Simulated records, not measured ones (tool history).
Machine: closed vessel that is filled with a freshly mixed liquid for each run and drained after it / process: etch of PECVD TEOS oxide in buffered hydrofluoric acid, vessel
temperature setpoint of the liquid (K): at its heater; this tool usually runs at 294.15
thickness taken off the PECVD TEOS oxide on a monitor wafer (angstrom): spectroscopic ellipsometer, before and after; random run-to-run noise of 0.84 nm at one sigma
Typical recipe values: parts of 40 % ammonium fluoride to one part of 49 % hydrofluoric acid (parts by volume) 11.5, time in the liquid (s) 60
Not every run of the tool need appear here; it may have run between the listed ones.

run	hour	temperature setpoint of the liquid (K)	parts of 40 % ammonium fluoride to one part of 49 % hydrofluoric acid (parts by volume)	time in the liquid (s)	read-back film thickness of the PECVD TEOS oxide reference wafer, read on the same gauge (nm)	thickness taken off the PECVD TEOS oxide on a monitor wafer (angstrom)
1	0	296.15	11.5	75	50.01	1779.7
2	35.2	296.15	11.5	75	49.98	1790.8
3	49.6	296.15	11.5	75	49.98	1784.1
4	75.9	294.15	11.5	60	49.99	1289.5
5	105.1	294.15	11.5	60	49.99	1292.8
6	122	294.15	10	60	50	1447
7	153.1	292.65	11.5	60	50.02	1182.8
8	181.3	292.65	11.5	60	50.01	1185.9
9	213.5	294.15	11.5	60	50	1311.2
10	238.5	294.15	11.5	60	49.99	1302.8
11	264.3	294.15	11.5	60	50	1308.4
12	293.9	294.15	11.5	60	50.02	1324.8
13	328.9	294.15	11.5	60	50.02	1312.8
14	377.2	296.65	11.5	60	49.99	1496.2
15	399.1	290.15	9	70	50.01	1525.2
# hour 413.4: thermometer replaced
16	430.4	294.15	11.5	60	49.97	1342.7
17	443.4	294.15	11.5	60	50	1317.3
18	472.6	294.15	14	75	49.99	1364.3
19	500.7	291.65	11.5	85	49.99	1628.4
20	535.1	297.15	8	60	50.02	2224.1
21	563.8	294.15	11.5	60	50	1332.6
22	583.7	295.65	7	30	50.01	1160.8
# hour 592.8: hydrofluoric acid flow meter replaced
# hour 594.1: gauge calibrated
23	598.7	294.15	10	60	49.99	1410
24	618.9	294.15	11.5	60	49.98	1233.9
25	642.1	294.15	13.5	75	49.99	1325.8
26	676.7	297.65	11.5	40	50.01	1006.5
27	733.3	294.15	15.5	80	49.99	1239.9
28	768	294.15	7.5	30	49.99	927.4

Forecast each of these 3 alternatives for the next run:
A	768.7	294.15	13.5	60	?	?
B	768.7	292.65	11.5	90	?	?
C	768.7	294.15	8.5	60	?	?

run	read-back film thickness of the PECVD TEOS oxide reference wafer, read on the same gauge (nm)	thickness taken off the PECVD TEOS oxide on a monitor wafer (angstrom)
A	50.01	1077.7
B	50.01	1738.8
C	50.01	1646.5
With no hidden state in the tool, these same runs would have given:
run	thickness taken off the PECVD TEOS oxide on a monitor wafer (angstrom)
A	1055.3
B	1702.9
C	1608.7

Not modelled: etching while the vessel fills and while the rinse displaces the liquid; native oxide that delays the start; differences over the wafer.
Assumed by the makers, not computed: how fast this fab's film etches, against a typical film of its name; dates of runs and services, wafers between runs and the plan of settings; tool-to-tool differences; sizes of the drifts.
